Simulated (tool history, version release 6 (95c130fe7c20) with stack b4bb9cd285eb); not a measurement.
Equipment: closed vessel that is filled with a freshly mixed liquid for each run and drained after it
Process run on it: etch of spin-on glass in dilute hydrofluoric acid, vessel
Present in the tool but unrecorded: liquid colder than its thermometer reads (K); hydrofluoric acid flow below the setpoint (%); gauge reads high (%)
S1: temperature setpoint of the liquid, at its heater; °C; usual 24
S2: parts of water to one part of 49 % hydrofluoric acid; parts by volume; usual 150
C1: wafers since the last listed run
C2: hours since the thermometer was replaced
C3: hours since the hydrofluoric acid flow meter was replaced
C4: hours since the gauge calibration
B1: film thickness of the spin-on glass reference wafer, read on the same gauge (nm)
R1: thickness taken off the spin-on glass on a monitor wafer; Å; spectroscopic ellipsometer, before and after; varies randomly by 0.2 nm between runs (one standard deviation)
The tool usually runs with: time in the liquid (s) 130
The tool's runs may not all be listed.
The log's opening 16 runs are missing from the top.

Run 17, hour 1045.6: usual settings but S1 27.5 °C, time in the liquid (s) 195; C1 2720; C2 1166.4; C3 574.1; C4 520.3; B1 29.98. Result: R1 344.3 Å.
Run 18, hour 1083.2: usual settings but S1 26 °C, S2 100 parts by volume, time in the liquid (s) 65; C1 3934; C2 1204; C3 611.7; C4 557.9; B1 29.94. Result: R1 173.4 Å.
Run 19, hour 1150.1: usual settings; C1 7000; C2 1270.9; C3 678.6; C4 624.8; B1 30. Result: R1 202.7 Å.
At hour 1188.3: hydrofluoric acid flow meter replaced.
Run 20, hour 1201.8: usual settings but S1 25.5 °C, S2 105 parts by volume, time in the liquid (s) 155; C1 5305; C2 1322.6; C3 13.5; C4 676.5; B1 29.98. Result: R1 373.5 Å.
Run 21, hour 1261.8: usual settings but S2 215 parts by volume; C1 6278; C2 1382.6; C3 73.5; C4 736.5; B1 29.99. Result: R1 129.2 Å.
Run 22, hour 1290.1: usual settings but S1 21 °C, S2 185 parts by volume, time in the liquid (s) 60; C1 2961; C2 1410.9; C3 101.8; C4 764.8; B1 29.99. Result: R1 64.3 Å.
At hour 1337.7: thermometer replaced.
Run 23, hour 1338.2: usual settings; C1 4928; C2 0.5; C3 149.9; C4 812.9; B1 30.03. Result: R1 209.4 Å.
Run 24, hour 1392.3: usual settings but S1 19.5 °C, S2 180 parts by volume, time in the liquid (s) 80; C1 5660; C2 54.6; C3 204; C4 867; B1 30.03. Result: R1 87.8 Å.
Run 25, hour 1448.4: usual settings but S1 28.5 °C, S2 105 parts by volume; C1 5870; C2 110.7; C3 260.1; C4 923.1; B1 29.99. Result: R1 375.2 Å.
Run 26, hour 1517.9: usual settings but S1 28 °C, time in the liquid (s) 180; C1 7272; C2 180.2; C3 329.6; C4 992.6; B1 29.98. Result: R1 335.7 Å.
Run 27, hour 1555.3: usual settings but S1 21 °C, S2 175 parts by volume, time in the liquid (s) 95; C1 3913; C2 217.6; C3 367; C4 1030; B1 30.06. Result: R1 112.1 Å.
Run 28, hour 1597.9: usual settings but time in the liquid (s) 50; C1 4457; C2 260.2; C3 409.6; C4 1072.6; B1 30.01. Result: R1 79 Å.
Run 29, hour 1633.3: usual settings; C1 3704; C2 295.6; C3 445; C4 1108; B1 30.03. Result: R1 205.3 Å.
Run 30, hour 1680: usual settings but S1 26.5 °C, S2 200 parts by volume, time in the liquid (s) 185; C1 4886; C2 342.3; C3 491.7; C4 1154.7; B1 29.98. Result: R1 230.5 Å.
Run 31, hour 1733.9: usual settings but S2 220 parts by volume; C1 5639; C2 396.2; C3 545.6; C4 1208.6; B1 30.02. Result: R1 129.3 Å.
Run 32, hour 1804.8: usual settings but S2 80 parts by volume; C1 7418; C2 467.1; C3 616.5; C4 1279.5; B1 29.99. Result: R1 423.7 Å.
Run 33, hour 1838.1: usual settings; C1 3484; C2 500.4; C3 649.8; C4 1312.8; B1 29.99. Result: R1 206.7 Å.
At hour 1887.9: hydrofluoric acid flow meter replaced.
Run 34, hour 1895.2: usual settings; C1 5870; C2 557.5; C3 7.3; C4 1369.9; B1 29.98. Result: R1 208 Å.

Here are 3 independent what-if runs from the current tool condition. What would each one return?
Run A, hour 1895.9: usual settings; C1 73; C2 558.2; C3 8; C4 1370.6; B1 ?. Result: R1 ?.
Run B, hour 1895.9: usual settings but time in the liquid (s) 75; C1 73; C2 558.2; C3 8; C4 1370.6; B1 ?. Result: R1 ?.
Run C, hour 1895.9: usual settings but S1 26.5 °C, S2 185 parts by volume, time in the liquid (s) 75; C1 73; C2 558.2; C3 8; C4 1370.6; B1 ?. Result: R1 ?.

run     B1     R1
  A  30.03  205.3
  B  30.03  118.4
  C  30.03  101.4
Had the tool no hidden state, the same runs would have come out as:
run     R1
  A  210.3
  B  121.3
  C  103.7

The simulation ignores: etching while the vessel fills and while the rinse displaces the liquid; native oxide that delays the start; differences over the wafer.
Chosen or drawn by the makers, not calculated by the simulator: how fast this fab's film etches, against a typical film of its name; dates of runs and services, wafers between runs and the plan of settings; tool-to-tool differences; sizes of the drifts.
